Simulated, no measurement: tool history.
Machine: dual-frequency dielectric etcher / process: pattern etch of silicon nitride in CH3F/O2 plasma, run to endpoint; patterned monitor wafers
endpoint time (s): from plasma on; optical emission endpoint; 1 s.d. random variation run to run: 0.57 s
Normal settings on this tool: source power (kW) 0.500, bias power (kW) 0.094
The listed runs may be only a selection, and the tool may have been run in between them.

| run | hour | source power (kW) | bias power (kW) | incoming incoming film thickness, nm | endpoint time (s) |
|---|---|---|---|---|---|
| 1 | 0.0 | 0.500 | 0.102 | 74.3 | 62.5 |
| 2 | 23.1 | 0.500 | 0.102 | 74.1 | 61.8 |
| 3 | 44.1 | 0.500 | 0.094 | 73.9 | 63.5 |
| 4 | 61.9 | 0.500 | 0.094 | 73.5 | 63.8 |
|  | 91.5 | wet clean of the chamber |
| 5 | 92.0 | 0.500 | 0.094 | 74.1 | 65.6 |
| 6 | 92.4 | 0.500 | 0.094 | 73.6 | 67.1 |
| 7 | 124.7 | 0.500 | 0.112 | 74.6 | 61.3 |
| 8 | 145.9 | 0.500 | 0.112 | 74.0 | 60.8 |
| 9 | 177.4 | 0.500 | 0.112 | 74.0 | 60.9 |
| 10 | 191.0 | 0.500 | 0.094 | 73.3 | 64.8 |
| 11 | 208.2 | 0.500 | 0.094 | 74.2 | 67.1 |
| 12 | 226.2 | 0.500 | 0.094 | 74.1 | 66.8 |
| 13 | 249.0 | 0.500 | 0.094 | 73.5 | 65.0 |
| 14 | 281.4 | 0.500 | 0.077 | 74.3 | 73.5 |
| 15 | 296.0 | 0.500 | 0.094 | 74.3 | 65.5 |
| 16 | 326.5 | 0.500 | 0.094 | 73.2 | 64.6 |
|  | 331.2 | source power generator calibrated |
| 17 | 348.7 | 0.500 | 0.094 | 74.2 | 66.0 |
|  | 393.8 | upper electrode replaced, of another model than before |
| 18 | 394.3 | 0.500 | 0.081 | 73.0 | 72.8 |

Run 19 has not been measured yet. What should we expect?
| 19 | 406.2 | 0.500 | 0.112 | 73.4 | ? |

endpoint time (s): 56.9
With no hidden state in the tool, this same run would have given endpoint time (s) 58.3.

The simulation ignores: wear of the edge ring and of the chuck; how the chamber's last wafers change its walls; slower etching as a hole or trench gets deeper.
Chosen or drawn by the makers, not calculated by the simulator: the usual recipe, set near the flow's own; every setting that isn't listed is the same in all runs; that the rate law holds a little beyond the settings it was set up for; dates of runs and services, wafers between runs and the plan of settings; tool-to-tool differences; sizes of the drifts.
